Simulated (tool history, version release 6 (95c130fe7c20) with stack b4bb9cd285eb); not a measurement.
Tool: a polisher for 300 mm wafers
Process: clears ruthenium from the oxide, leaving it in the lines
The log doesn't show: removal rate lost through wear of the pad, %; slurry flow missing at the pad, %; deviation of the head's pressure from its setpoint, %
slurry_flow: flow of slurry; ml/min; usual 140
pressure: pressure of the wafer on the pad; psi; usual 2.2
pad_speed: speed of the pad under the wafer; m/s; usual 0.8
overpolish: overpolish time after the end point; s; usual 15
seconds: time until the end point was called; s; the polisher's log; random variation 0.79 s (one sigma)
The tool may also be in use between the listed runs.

run,hour,slurry_flow,pressure,pad_speed,overpolish,wafers since the last listed run,wafers polished on this pad,hours since the slurry nozzle was cleaned,hours since the head pressure was calibrated,"incoming thickness of the incoming film, nm",seconds
1,0,140,2.2,0.8,15,0,563,491.7,103,108.3,94.3
# hour 13.4: slurry nozzle cleaned
2,59,140,2.2,0.8,15,267,831,45.6,162,109.4,94.2
3,86.4,140,2.2,0.8,15,126,958,73,189.4,112,96.6
4,130.5,140,2.2,0.8,15,203,1161,117.1,233.5,109.5,93.4
5,174.2,140,2.2,0.8,15,201,1363,160.8,277.2,108.4,91.4
6,205.9,140,2.2,0.8,15,146,1510,192.5,308.9,109.3,94.1
# hour 260.7: worn pad replaced by a new one
7,285.1,140,2.2,0.8,15,347,112,271.7,388.1,108.3,91
8,349,140,2.2,0.8,15,295,407,335.6,452,108.8,91.5
9,380.9,140,1.8,0.8,9,147,555,367.5,483.9,109.9,112.5
# hour 426.9: head pressure recalibrated
10,447.9,140,2.2,0.8,15,300,855,434.5,21,111.4,99.1
11,482.6,140,2.2,0.8,15,160,1015,469.2,55.7,110.9,97.1
12,518.9,140,2.2,0.8,19,167,1183,505.5,92,108.6,92.8
# hour 554.8: slurry nozzle cleaned
13,564.3,140,2.2,0.8,15,205,1388,9.5,137.4,110.3,94.9
14,594.1,140,2.2,0.6,11,137,1526,39.3,167.2,111.3,115.4
15,663.3,140,2.2,0.6,11,319,1845,108.5,236.4,110.4,113.6
16,692.7,140,2.2,0.6,11,135,1981,137.9,265.8,110.8,113.5
# hour 736.1: worn pad replaced by a new one
17,740.6,140,2.2,0.58,24,202,20,185.8,313.7,109.8,114.4
18,765.1,140,2.2,0.8,15,113,134,210.3,338.2,110.5,92.3
19,818,175,3,0.6,22,244,378,263.2,391.1,110.2,80.5
20,865.3,125,2.8,0.58,15,218,596,310.5,438.4,108.8,89.1
21,906.9,100,2.8,0.9,19,192,788,352.1,480,110.9,69.1
22,956.9,170,2,0.8,15,230,1019,402.1,530,111,98.9
23,994.1,95,1.8,0.7,15,171,1191,439.3,567.2,111.4,131.1
24,1041,140,2.2,0.8,15,216,1408,486.2,614.1,112.3,91.3
# hour 1048.2: head pressure recalibrated
25,1100.2,115,1.7,0.68,9,264,1672,545.4,52,111.2,145
# hour 1139.6: slurry nozzle cleaned
26,1142.5,120,1.6,0.54,21,190,1863,2.9,94.3,109.7,173.6

Run 27 comes next. What will it give?
# hour 1199.4: worn pad replaced by a new one
27,1199.9,140,2.4,0.8,23,246,2,60.3,151.7,109.1,?

Run 27 gave seconds 85.7 s.
Without the tool's hidden state the same run would have given seconds 89.2 s.

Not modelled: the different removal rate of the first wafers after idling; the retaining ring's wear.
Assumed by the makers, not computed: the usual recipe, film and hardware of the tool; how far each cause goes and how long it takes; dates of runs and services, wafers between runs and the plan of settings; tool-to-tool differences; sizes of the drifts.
